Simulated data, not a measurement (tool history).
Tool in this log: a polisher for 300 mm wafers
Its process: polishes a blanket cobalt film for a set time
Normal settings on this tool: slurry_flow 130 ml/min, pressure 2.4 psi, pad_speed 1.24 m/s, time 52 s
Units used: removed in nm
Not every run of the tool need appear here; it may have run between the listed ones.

run,hour,slurry_flow,pressure,pad_speed,time,wafers since the last listed run,wafers polished on this pad,hours since the slurry nozzle was cleaned,hours since the head pressure was calibrated,"incoming thickness of the incoming film, nm",removed
1,0.0,130,2.4,1.24,52,0,966,341.2,532.7,1091.8,404.6
# hour 32.9: worn pad replaced by a new one
2,65.5,150,2.4,1.24,52,469,249,406.7,598.2,1082.6,434.4
3,123.0,150,2.4,1.24,52,439,688,464.2,655.7,1076.6,426.6
4,149.2,110,2.4,1.24,52,200,888,490.4,681.9,1110.1,391.4
# hour 178.6: slurry nozzle cleaned
5,182.6,110,2.4,1.24,52,247,1136,4.0,715.3,1082.5,431.7
6,220.8,130,2.4,1.24,52,291,1428,42.2,753.5,1082.6,447.7
# hour 243.5: worn pad replaced by a new one
# hour 267.7: head pressure recalibrated
7,274.0,130,2.4,1.24,52,360,217,95.4,6.3,1111.1,426.2
8,323.0,130,3.1,1.44,52,374,591,144.4,55.3,1074.2,629.8
9,357.4,130,2.4,1.24,52,262,854,178.8,89.7,1083.5,426.0
10,392.6,150,2.7,1.38,35,268,1123,214.0,124.9,1097.6,362.3
11,416.6,155,2.4,1.24,66,183,1306,238.0,148.9,1084.6,556.0
# hour 453.4: worn pad replaced by a new one
12,482.8,105,3.1,1.00,35,475,224,304.2,215.1,1090.0,289.0
13,531.4,155,3.2,1.58,69,371,595,352.8,263.7,1090.2,916.1
14,581.5,170,2.0,1.24,52,382,978,402.9,313.8,1082.2,360.9

5 options for the next run, each taken on its own from the tool as it stands now. Forecast them:
A,581.9,130,2.4,1.24,58,3,981,403.3,314.2,1069.9,?
B,581.9,130,2.9,0.88,52,3,981,403.3,314.2,1069.9,?
C,581.9,170,3.1,1.50,61,3,981,403.3,314.2,1069.9,?
D,581.9,85,2.4,1.24,37,3,981,403.3,314.2,1069.9,?
E,581.9,130,2.4,0.90,59,3,981,403.3,314.2,1069.9,?

run,removed
A,458.2
B,378.5
C,777.0
D,255.6
E,361.5
Without the tool's hidden state the same runs would have given:
run,removed
A,496.5
B,410.1
C,827.8
D,286.7
E,391.8
